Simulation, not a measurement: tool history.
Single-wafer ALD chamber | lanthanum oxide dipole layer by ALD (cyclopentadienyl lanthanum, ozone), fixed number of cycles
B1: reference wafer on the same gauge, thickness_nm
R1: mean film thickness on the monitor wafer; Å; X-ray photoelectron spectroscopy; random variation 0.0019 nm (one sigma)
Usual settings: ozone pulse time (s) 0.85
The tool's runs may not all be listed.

run 1 day=0.000 | ozone_pulse_time_(s)=0.85 | B1=0.530 | R1=4.02
run 2 day=0.617 | ozone_pulse_time_(s)=0.85 | B1=0.530 | R1=3.97
run 3 day=1.079 | ozone_pulse_time_(s)=0.85 | B1=0.530 | R1=3.98
run 4 day=2.517 | ozone_pulse_time_(s)=0.85 | B1=0.529 | R1=3.95
run 5 day=3.146 | ozone_pulse_time_(s)=0.85 | B1=0.530 | R1=3.96
run 6 day=3.617 | ozone_pulse_time_(s)=0.85 | B1=0.530 | R1=3.93
run 7 day=4.246 | ozone_pulse_time_(s)=0.85 | B1=0.530 | R1=3.91
-- day=4.612 gauge calibrated
-- day=4.679 thermocouple changed; heater temperature recalibrated
run 8 day=4.733 | ozone_pulse_time_(s)=0.85 | B1=0.530 | R1=3.93
-- day=5.075 showerhead replaced, of another model than before
run 9 day=5.096 | ozone_pulse_time_(s)=0.66 | B1=0.530 | R1=4.13
run 10 day=5.575 | ozone_pulse_time_(s)=0.95 | B1=0.530 | R1=4.51
run 11 day=6.250 | ozone_pulse_time_(s)=0.96 | B1=0.530 | R1=4.57

Forecast run 12:
run 12 day=6.525 | ozone_pulse_time_(s)=0.75 | B1=? | R1=?

Run 12 gave B1 0.530, R1 4.27 Å.
Without the tool's hidden state the same run would have given R1 4.68 Å.
